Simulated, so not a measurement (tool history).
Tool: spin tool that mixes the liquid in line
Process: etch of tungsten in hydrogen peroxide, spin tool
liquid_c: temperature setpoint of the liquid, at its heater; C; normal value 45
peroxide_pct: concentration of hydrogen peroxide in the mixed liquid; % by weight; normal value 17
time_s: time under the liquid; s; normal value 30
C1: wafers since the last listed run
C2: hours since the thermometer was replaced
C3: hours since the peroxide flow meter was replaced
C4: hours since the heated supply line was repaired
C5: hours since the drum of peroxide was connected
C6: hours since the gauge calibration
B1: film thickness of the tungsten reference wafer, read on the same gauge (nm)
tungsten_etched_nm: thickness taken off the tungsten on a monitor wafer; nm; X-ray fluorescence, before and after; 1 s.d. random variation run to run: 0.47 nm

run 1 hour=0 | liquid_c=45 peroxide_pct=17 time_s=30 | C1=0 C2=1855.1 C3=1248.3 C4=971 C5=269.5 C6=216.2 | B1=60.01 | tungsten_etched_nm=53.37
run 2 hour=10.3 | liquid_c=45 peroxide_pct=17 time_s=30 | C1=195 C2=1865.4 C3=1258.6 C4=981.3 C5=279.8 C6=226.5 | B1=59.99 | tungsten_etched_nm=53.81
run 3 hour=25.1 | liquid_c=45 peroxide_pct=17 time_s=30 | C1=281 C2=1880.2 C3=1273.4 C4=996.1 C5=294.6 C6=241.3 | B1=60 | tungsten_etched_nm=53.05
run 4 hour=47.3 | liquid_c=45 peroxide_pct=17 time_s=30 | C1=421 C2=1902.4 C3=1295.6 C4=1018.3 C5=316.8 C6=263.5 | B1=60.06 | tungsten_etched_nm=52.29
run 5 hour=59.8 | liquid_c=45 peroxide_pct=17 time_s=25 | C1=237 C2=1914.9 C3=1308.1 C4=1030.8 C5=329.3 C6=276 | B1=60.02 | tungsten_etched_nm=44.47
-- hour=60.9 heated supply line repaired
run 6 hour=67.3 | liquid_c=45 peroxide_pct=17 time_s=25 | C1=123 C2=1922.4 C3=1315.6 C4=6.4 C5=336.8 C6=283.5 | B1=59.94 | tungsten_etched_nm=43.96
run 7 hour=78.1 | liquid_c=45 peroxide_pct=17 time_s=25 | C1=205 C2=1933.2 C3=1326.4 C4=17.2 C5=347.6 C6=294.3 | B1=59.95 | tungsten_etched_nm=44.31
run 8 hour=95.7 | liquid_c=45 peroxide_pct=17 time_s=35 | C1=334 C2=1950.8 C3=1344 C4=34.8 C5=365.2 C6=311.9 | B1=59.97 | tungsten_etched_nm=61.7
-- hour=104.6 peroxide flow meter replaced
run 9 hour=105.5 | liquid_c=45 peroxide_pct=17 time_s=35 | C1=167 C2=1960.6 C3=0.9 C4=44.6 C5=375 C6=321.7 | B1=60.01 | tungsten_etched_nm=61.84
run 10 hour=120.2 | liquid_c=45 peroxide_pct=17 time_s=45 | C1=279 C2=1975.3 C3=15.6 C4=59.3 C5=389.7 C6=336.4 | B1=59.95 | tungsten_etched_nm=79.2
-- hour=127.8 thermometer replaced
run 11 hour=128.4 | liquid_c=40.5 peroxide_pct=18.5 time_s=15 | C1=136 C2=0.6 C3=23.8 C4=67.5 C5=397.9 C6=344.6 | B1=60 | tungsten_etched_nm=20.7
run 12 hour=144.3 | liquid_c=45 peroxide_pct=17 time_s=30 | C1=301 C2=16.5 C3=39.7 C4=83.4 C5=413.8 C6=360.5 | B1=59.97 | tungsten_etched_nm=53.02
run 13 hour=151.3 | liquid_c=37 peroxide_pct=20.5 time_s=20 | C1=132 C2=23.5 C3=46.7 C4=90.4 C5=420.8 C6=367.5 | B1=60 | tungsten_etched_nm=23.09
-- hour=194.7 gauge calibrated
run 14 hour=200.1 | liquid_c=45 peroxide_pct=17 time_s=40 | C1=926 C2=72.3 C3=95.5 C4=139.2 C5=469.6 C6=5.4 | B1=59.97 | tungsten_etched_nm=69.94
run 15 hour=215.7 | liquid_c=45 peroxide_pct=17 time_s=30 | C1=296 C2=87.9 C3=111.1 C4=154.8 C5=485.2 C6=21 | B1=60.03 | tungsten_etched_nm=52.26
run 16 hour=223.5 | liquid_c=50.5 peroxide_pct=14 time_s=30 | C1=148 C2=95.7 C3=118.9 C4=162.6 C5=493 C6=28.8 | B1=60 | tungsten_etched_nm=66.76
-- hour=239.1 new drum of peroxide connected
run 17 hour=239.6 | liquid_c=38.5 peroxide_pct=15 time_s=40 | C1=286 C2=111.8 C3=135 C4=178.7 C5=0.5 C6=44.9 | B1=60.02 | tungsten_etched_nm=45.33
run 18 hour=252.2 | liquid_c=45 peroxide_pct=21 time_s=30 | C1=239 C2=124.4 C3=147.6 C4=191.3 C5=13.1 C6=57.5 | B1=60.03 | tungsten_etched_nm=59.53
run 19 hour=262 | liquid_c=42 peroxide_pct=19 time_s=25 | C1=186 C2=134.2 C3=157.4 C4=201.1 C5=22.9 C6=67.3 | B1=59.98 | tungsten_etched_nm=39.3
run 20 hour=276.6 | liquid_c=40 peroxide_pct=17 time_s=50 | C1=277 C2=148.8 C3=172 C4=215.7 C5=37.5 C6=81.9 | B1=60.01 | tungsten_etched_nm=65.97
run 21 hour=284 | liquid_c=49 peroxide_pct=15.5 time_s=35 | C1=140 C2=156.2 C3=179.4 C4=223.1 C5=44.9 C6=89.3 | B1=59.98 | tungsten_etched_nm=77.54
run 22 hour=292.2 | liquid_c=45 peroxide_pct=17 time_s=30 | C1=155 C2=164.4 C3=187.6 C4=231.3 C5=53.1 C6=97.5 | B1=60.03 | tungsten_etched_nm=54.24
run 23 hour=304.4 | liquid_c=39.5 peroxide_pct=14 time_s=30 | C1=231 C2=176.6 C3=199.8 C4=243.5 C5=65.3 C6=109.7 | B1=60.02 | tungsten_etched_nm=34.42
run 24 hour=320 | liquid_c=42 peroxide_pct=19 time_s=25 | C1=296 C2=192.2 C3=215.4 C4=259.1 C5=80.9 C6=125.3 | B1=60.03 | tungsten_etched_nm=38.41
run 25 hour=331.8 | liquid_c=53.5 peroxide_pct=17 time_s=30 | C1=224 C2=204 C3=227.2 C4=270.9 C5=92.7 C6=137.1 | B1=60.01 | tungsten_etched_nm=90.81

Predict each of these 5 candidate next runs independently; none follows another, all start after run 25:
run A hour=332.2 | liquid_c=45 peroxide_pct=14.5 time_s=30 | C1=7 C2=204.4 C3=227.6 C4=271.3 C5=93.1 C6=137.5 | B1=? | tungsten_etched_nm=?
run B hour=332.2 | liquid_c=45 peroxide_pct=20 time_s=40 | C1=7 C2=204.4 C3=227.6 C4=271.3 C5=93.1 C6=137.5 | B1=? | tungsten_etched_nm=?
run C hour=332.2 | liquid_c=45 peroxide_pct=21.5 time_s=30 | C1=7 C2=204.4 C3=227.6 C4=271.3 C5=93.1 C6=137.5 | B1=? | tungsten_etched_nm=?
run D hour=332.2 | liquid_c=50 peroxide_pct=17 time_s=45 | C1=7 C2=204.4 C3=227.6 C4=271.3 C5=93.1 C6=137.5 | B1=? | tungsten_etched_nm=?
run E hour=332.2 | liquid_c=51.5 peroxide_pct=12.5 time_s=30 | C1=7 C2=204.4 C3=227.6 C4=271.3 C5=93.1 C6=137.5 | B1=? | tungsten_etched_nm=?

run=A B1=59.99 tungsten_etched_nm=49.15
run=B B1=59.99 tungsten_etched_nm=76.96
run=C B1=59.99 tungsten_etched_nm=59.85
run=D B1=59.99 tungsten_etched_nm=108.88
run=E B1=59.99 tungsten_etched_nm=68.19
Had the tool no hidden state, the same runs would have come out as:
run=A tungsten_etched_nm=49.71
run=B tungsten_etched_nm=77.84
run=C tungsten_etched_nm=60.53
run=D tungsten_etched_nm=110.13
run=E tungsten_etched_nm=68.97
